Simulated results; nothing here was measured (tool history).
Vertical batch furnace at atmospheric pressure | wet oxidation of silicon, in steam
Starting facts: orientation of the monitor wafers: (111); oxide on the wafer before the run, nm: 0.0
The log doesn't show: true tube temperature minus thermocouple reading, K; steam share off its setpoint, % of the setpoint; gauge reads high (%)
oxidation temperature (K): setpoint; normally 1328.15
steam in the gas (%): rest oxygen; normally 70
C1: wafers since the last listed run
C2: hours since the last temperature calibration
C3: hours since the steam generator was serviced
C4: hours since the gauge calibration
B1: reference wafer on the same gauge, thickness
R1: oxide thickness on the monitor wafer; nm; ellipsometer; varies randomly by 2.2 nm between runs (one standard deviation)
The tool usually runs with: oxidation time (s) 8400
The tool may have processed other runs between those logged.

{"run": 1, "hour": 0.0, "oxidation temperature (K)": 1328.15, "oxidation time (s)": 8400, "steam in the gas (%)": 70, "C1": 0, "C2": 1678.5, "C3": 2688.0, "C4": 322.6, "B1": 711.75, "R1": 885.48}
{"run": 2, "hour": 22.3, "oxidation temperature (K)": 1328.15, "oxidation time (s)": 8400, "steam in the gas (%)": 70, "C1": 315, "C2": 1700.8, "C3": 2710.3, "C4": 344.9, "B1": 711.62, "R1": 885.8}
{"run": 3, "hour": 55.0, "oxidation temperature (K)": 1328.15, "oxidation time (s)": 8400, "steam in the gas (%)": 70, "C1": 462, "C2": 1733.5, "C3": 2743.0, "C4": 377.6, "B1": 711.53, "R1": 886.64}
{"run": 4, "hour": 75.9, "oxidation temperature (K)": 1328.15, "oxidation time (s)": 8400, "steam in the gas (%)": 70, "C1": 295, "C2": 1754.4, "C3": 2763.9, "C4": 398.5, "B1": 712.06, "R1": 888.76}
{"run": 5, "hour": 90.4, "oxidation temperature (K)": 1328.15, "oxidation time (s)": 8400, "steam in the gas (%)": 70, "C1": 205, "C2": 1768.9, "C3": 2778.4, "C4": 413.0, "B1": 711.97, "R1": 883.43}
{"run": 6, "hour": 118.9, "oxidation temperature (K)": 1328.15, "oxidation time (s)": 8400, "steam in the gas (%)": 70, "C1": 403, "C2": 1797.4, "C3": 2806.9, "C4": 441.5, "B1": 710.73, "R1": 882.41}
{"run": 7, "hour": 131.4, "oxidation temperature (K)": 1328.15, "oxidation time (s)": 8400, "steam in the gas (%)": 70, "C1": 176, "C2": 1809.9, "C3": 2819.4, "C4": 454.0, "B1": 710.75, "R1": 882.54}
{"run": 8, "hour": 150.8, "oxidation temperature (K)": 1328.15, "oxidation time (s)": 8400, "steam in the gas (%)": 70, "C1": 274, "C2": 1829.3, "C3": 2838.8, "C4": 473.4, "B1": 710.41, "R1": 890.94}
{"run": 9, "hour": 178.2, "oxidation temperature (K)": 1328.15, "oxidation time (s)": 8400, "steam in the gas (%)": 70, "C1": 387, "C2": 1856.7, "C3": 2866.2, "C4": 500.8, "B1": 709.88, "R1": 890.19}
{"run": 10, "hour": 194.1, "oxidation temperature (K)": 1341.15, "oxidation time (s)": 8400, "steam in the gas (%)": 70, "C1": 225, "C2": 1872.6, "C3": 2882.1, "C4": 516.7, "B1": 709.58, "R1": 929.18}
{"run": 11, "hour": 213.1, "oxidation temperature (K)": 1341.15, "oxidation time (s)": 8400, "steam in the gas (%)": 70, "C1": 268, "C2": 1891.6, "C3": 2901.1, "C4": 535.7, "B1": 710.56, "R1": 926.46}
{"run": 12, "hour": 244.4, "oxidation temperature (K)": 1328.15, "oxidation time (s)": 8400, "steam in the gas (%)": 70, "C1": 443, "C2": 1922.9, "C3": 2932.4, "C4": 567.0, "B1": 709.38, "R1": 880.65}
{"run": 13, "hour": 279.6, "oxidation temperature (K)": 1328.15, "oxidation time (s)": 5190, "steam in the gas (%)": 70, "C1": 498, "C2": 1958.1, "C3": 2967.6, "C4": 602.2, "B1": 708.88, "R1": 679.36}
{"hour": 332.5, "done": "thermocouples replaced and temperature profile calibrated"}
{"hour": 348.1, "done": "steam generator serviced"}
{"run": 14, "hour": 348.6, "oxidation temperature (K)": 1308.15, "oxidation time (s)": 8400, "steam in the gas (%)": 64, "C1": 415, "C2": 16.1, "C3": 0.5, "C4": 671.2, "B1": 707.86, "R1": 777.57}
{"run": 15, "hour": 353.7, "oxidation temperature (K)": 1316.15, "oxidation time (s)": 5850, "steam in the gas (%)": 76, "C1": 72, "C2": 21.2, "C3": 5.6, "C4": 676.3, "B1": 708.34, "R1": 721.07}
{"run": 16, "hour": 358.9, "oxidation temperature (K)": 1328.15, "oxidation time (s)": 8400, "steam in the gas (%)": 70, "C1": 73, "C2": 26.4, "C3": 10.8, "C4": 681.5, "B1": 708.26, "R1": 883.45}
{"run": 17, "hour": 377.2, "oxidation temperature (K)": 1328.15, "oxidation time (s)": 6990, "steam in the gas (%)": 75, "C1": 259, "C2": 44.7, "C3": 29.1, "C4": 699.8, "B1": 707.82, "R1": 828.87}
{"hour": 381.3, "done": "gauge calibrated"}
{"run": 18, "hour": 409.5, "oxidation temperature (K)": 1342.15, "oxidation time (s)": 8400, "steam in the gas (%)": 70, "C1": 457, "C2": 77.0, "C3": 61.4, "C4": 28.2, "B1": 717.71, "R1": 943.59}
{"run": 19, "hour": 445.1, "oxidation temperature (K)": 1328.15, "oxidation time (s)": 4710, "steam in the gas (%)": 70, "C1": 503, "C2": 112.6, "C3": 97.0, "C4": 63.8, "B1": 717.58, "R1": 650.03}
{"run": 20, "hour": 458.2, "oxidation temperature (K)": 1345.15, "oxidation time (s)": 10200, "steam in the gas (%)": 70, "C1": 185, "C2": 125.7, "C3": 110.1, "C4": 76.9, "B1": 717.7, "R1": 1050.4}
{"run": 21, "hour": 477.9, "oxidation temperature (K)": 1349.15, "oxidation time (s)": 8400, "steam in the gas (%)": 70, "C1": 278, "C2": 145.4, "C3": 129.8, "C4": 96.6, "B1": 717.49, "R1": 961.91}
{"run": 22, "hour": 578.6, "oxidation temperature (K)": 1342.15, "oxidation time (s)": 8400, "steam in the gas (%)": 59, "C1": 1425, "C2": 246.1, "C3": 230.5, "C4": 197.3, "B1": 715.8, "R1": 859.86}
{"run": 23, "hour": 607.3, "oxidation temperature (K)": 1328.15, "oxidation time (s)": 8400, "steam in the gas (%)": 70, "C1": 406, "C2": 274.8, "C3": 259.2, "C4": 226.0, "B1": 715.66, "R1": 891.43}
{"run": 24, "hour": 628.6, "oxidation temperature (K)": 1312.15, "oxidation time (s)": 7320, "steam in the gas (%)": 76, "C1": 301, "C2": 296.1, "C3": 280.5, "C4": 247.3, "B1": 715.36, "R1": 813.25}
{"run": 25, "hour": 656.2, "oxidation temperature (K)": 1304.15, "oxidation time (s)": 4710, "steam in the gas (%)": 60, "C1": 390, "C2": 323.7, "C3": 308.1, "C4": 274.9, "B1": 715.17, "R1": 532.41}

What differs in the tool's unlogged condition from the final listed run ahead of each entry between runs to the first listed run following it?
Logged between run 13 and run 14: thermocouples replaced and temperature profile calibrated (hour 332.5); steam generator serviced (hour 348.1)
  gauge reads high (%): -1.13 -> -1.25
  measured value less the no-hidden-state value, R1: -7.78 -> -9.81 nm
Logged between run 17 and run 18: gauge calibrated (hour 381.3)
  gauge reads high (%): -1.29 -> 0.144
  measured value less the no-hidden-state value, R1: -10.86 -> +1.36 nm
